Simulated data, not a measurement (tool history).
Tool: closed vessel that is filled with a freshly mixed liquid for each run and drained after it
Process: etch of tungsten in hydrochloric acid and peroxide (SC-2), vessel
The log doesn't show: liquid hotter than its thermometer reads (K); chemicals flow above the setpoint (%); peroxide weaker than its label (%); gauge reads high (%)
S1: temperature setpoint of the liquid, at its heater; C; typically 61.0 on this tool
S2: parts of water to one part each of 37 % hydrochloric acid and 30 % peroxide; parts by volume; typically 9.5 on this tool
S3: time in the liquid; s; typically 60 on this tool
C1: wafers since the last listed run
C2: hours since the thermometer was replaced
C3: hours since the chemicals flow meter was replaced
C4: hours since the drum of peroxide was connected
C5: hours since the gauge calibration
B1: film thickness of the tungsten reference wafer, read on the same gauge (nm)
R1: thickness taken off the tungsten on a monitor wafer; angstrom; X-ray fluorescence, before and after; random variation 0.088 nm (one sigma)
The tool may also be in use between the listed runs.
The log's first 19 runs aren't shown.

| run | hour | S1 | S2 | S3 | C1 | C2 | C3 | C4 | C5 | B1 | R1 |
|---|---|---|---|---|---|---|---|---|---|---|---|
| 20 | 1009.2 | 64.0 | 13.0 | 30 | 4686 | 628.3 | 485.6 | 868.0 | 701.5 | 120.01 | 98.4 |
| 21 | 1047.2 | 55.5 | 6.5 | 80 | 4066 | 666.3 | 523.6 | 906.0 | 739.5 | 119.97 | 273.3 |
|  | 1080.4 | new drum of peroxide connected |
| 22 | 1134.0 | 61.0 | 9.5 | 60 | 9181 | 753.1 | 610.4 | 53.6 | 826.3 | 120.02 | 219.8 |
| 23 | 1231.8 | 68.0 | 14.5 | 40 | 10465 | 850.9 | 708.2 | 151.4 | 924.1 | 120.03 | 156.4 |
| 24 | 1299.9 | 61.0 | 9.5 | 60 | 7287 | 919.0 | 776.3 | 219.5 | 992.2 | 119.98 | 220.3 |
| 25 | 1338.0 | 65.0 | 11.0 | 85 | 4076 | 957.1 | 814.4 | 257.6 | 1030.3 | 120.00 | 351.5 |
| 26 | 1377.9 | 63.5 | 14.0 | 35 | 4269 | 997.0 | 854.3 | 297.5 | 1070.2 | 120.00 | 107.3 |
| 27 | 1440.9 | 61.0 | 9.5 | 60 | 6741 | 1060.0 | 917.3 | 360.5 | 1133.2 | 120.01 | 220.0 |
| 28 | 1479.4 | 61.0 | 9.5 | 60 | 4119 | 1098.5 | 955.8 | 399.0 | 1171.7 | 119.96 | 220.6 |

Forecast run 29:
|  | 1509.1 | thermometer replaced |
| 29 | 1533.5 | 61.0 | 9.5 | 60 | 5682 | 24.4 | 1009.9 | 453.1 | 1225.8 | ? | ? |

{"run 29": {"B1": 120.01, "R1": 219.6}}
With the hidden condition absent and the run-to-run variation left alone, this run would have shown R1 218.7 angstrom.
